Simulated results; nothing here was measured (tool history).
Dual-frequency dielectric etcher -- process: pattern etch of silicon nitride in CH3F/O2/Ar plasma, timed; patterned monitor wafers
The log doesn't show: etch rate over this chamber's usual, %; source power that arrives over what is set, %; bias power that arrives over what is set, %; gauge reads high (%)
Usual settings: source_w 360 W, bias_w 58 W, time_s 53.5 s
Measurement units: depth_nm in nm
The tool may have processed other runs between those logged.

run	hour	source_w	bias_w	time_s	wafers since the last listed run	hours since the last wet clean	hours since the last source power generator calibration	hours since the last bias power generator calibration	hours since the last upper electrode change	hours since the gauge calibration	read-back reference wafer on the same gauge, depth_nm	depth_nm
1	0	290	64	53.5	0	237	3072.8	3950.7	3941.8	153.5	36.19	28.12
2	16.9	290	64	53.5	284	253.9	3089.7	3967.6	3958.7	170.4	36.2	27.89
3	31.8	290	64	53.5	251	268.8	3104.6	3982.5	3973.6	185.3	36.15	27.77
4	55.5	360	52	53.5	399	292.5	3128.3	4006.2	3997.3	209	36.17	28.53
5	89.9	360	52	53.5	579	326.9	3162.7	4040.6	4031.7	243.4	36.13	28
6	117.2	360	58	41	460	354.2	3190	4067.9	4059	270.7	36.2	22.63
# hour 147.9: wet clean of the chamber
7	148.4	360	58	62	121	0.5	3221.2	4099.1	4090.2	301.9	36.22	35.63
8	165.8	360	58	62	293	17.9	3238.6	4116.5	4107.6	319.3	36.19	35.61
9	191.1	360	58	62	426	43.2	3263.9	4141.8	4132.9	344.6	36.16	35.49
# hour 195.5: source power generator calibrated
10	259.2	360	58	53.5	1080	111.3	63.7	4209.9	4201	412.7	36.15	30.42
11	273.8	360	58	53.5	246	125.9	78.3	4224.5	4215.6	427.3	36.19	30.35
12	309.4	360	66	53.5	600	161.5	113.9	4260.1	4251.2	462.9	36.23	31.53
13	323	410	58	45.5	229	175.1	127.5	4273.7	4264.8	476.5	36.17	26.89
14	343.9	400	58	43	352	196	148.4	4294.6	4285.7	497.4	36.24	25.31
15	369.4	400	58	43	429	221.5	173.9	4320.1	4311.2	522.9	36.23	25.03
16	382.9	360	58	62	227	235	187.4	4333.6	4324.7	536.4	36.19	34.56
# hour 410.5: gauge calibrated
# hour 429.7: upper electrode replaced
# hour 461.2: bias power generator calibrated
# hour 469.3: wet clean of the chamber
17	482.1	360	58	45.5	1063	12.8	286.6	20.9	52.4	71.6	36.16	25.87
18	505.4	380	58	66.5	392	36.1	309.9	44.2	75.7	94.9	36.21	38.58
19	531.2	320	58	48	434	61.9	335.7	70	101.5	120.7	36.19	25.48
20	545.1	430	68	53.5	234	75.8	349.6	83.9	115.4	134.6	36.22	34.78
21	570.3	340	72	45	424	101	374.8	109.1	140.6	159.8	36.16	26.82
22	588	360	48	53.5	298	118.7	392.5	126.8	158.3	177.5	36.22	28.23
23	601.8	360	58	53.5	232	132.5	406.3	140.6	172.1	191.3	36.22	30.1

What will run 24 give?
24	622.6	400	58	43	350	153.3	427.1	161.4	192.9	212.1	?	?

read-back reference wafer on the same gauge, depth_nm: 36.24
depth_nm: 25.26 nm
With no hidden state in the tool, this same run would have given depth_nm 25.88 nm.
